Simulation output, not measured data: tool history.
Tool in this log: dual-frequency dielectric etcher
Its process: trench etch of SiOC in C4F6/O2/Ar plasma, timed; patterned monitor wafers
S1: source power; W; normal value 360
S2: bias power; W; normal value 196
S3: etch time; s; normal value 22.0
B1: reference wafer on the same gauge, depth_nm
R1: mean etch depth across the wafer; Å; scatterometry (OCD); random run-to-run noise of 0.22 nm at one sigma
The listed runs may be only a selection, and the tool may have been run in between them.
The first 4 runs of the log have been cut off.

| run | day | S1 | S2 | S3 | B1 | R1 |
|---|---|---|---|---|---|---|
| 5 | 2.875 | 360 | 196 | 24.0 | 37.12 | 487.1 |
| 6 | 3.750 | 360 | 196 | 24.0 | 37.14 | 491.0 |
| 7 | 5.004 | 360 | 196 | 24.0 | 37.12 | 490.0 |
| 8 | 5.696 | 360 | 196 | 22.0 | 37.13 | 453.8 |
|  | 7.404 | wet clean of the chamber |
| 9 | 7.425 | 360 | 196 | 22.0 | 37.07 | 430.4 |
| 10 | 7.979 | 360 | 196 | 22.0 | 37.08 | 430.0 |
| 11 | 8.721 | 320 | 196 | 19.5 | 37.09 | 360.8 |
| 12 | 9.971 | 360 | 196 | 24.5 | 37.07 | 483.4 |
| 13 | 10.771 | 360 | 196 | 24.5 | 37.14 | 485.2 |
| 14 | 12.129 | 360 | 196 | 22.0 | 37.07 | 432.6 |
| 15 | 12.879 | 330 | 196 | 22.0 | 37.11 | 417.9 |
|  | 13.221 | bias power generator calibrated |
| 16 | 14.083 | 420 | 183 | 18.5 | 37.08 | 387.4 |

Estimate the outcome of run 17 from the log above:
|  | 14.317 | source power generator calibrated |
| 17 | 14.846 | 320 | 241 | 17.5 | ? | ? |

B1: 37.12
R1: 353.4 Å
Were there no unlogged condition in the tool, this run, its random variation unchanged, would have produced R1 344.6 Å.
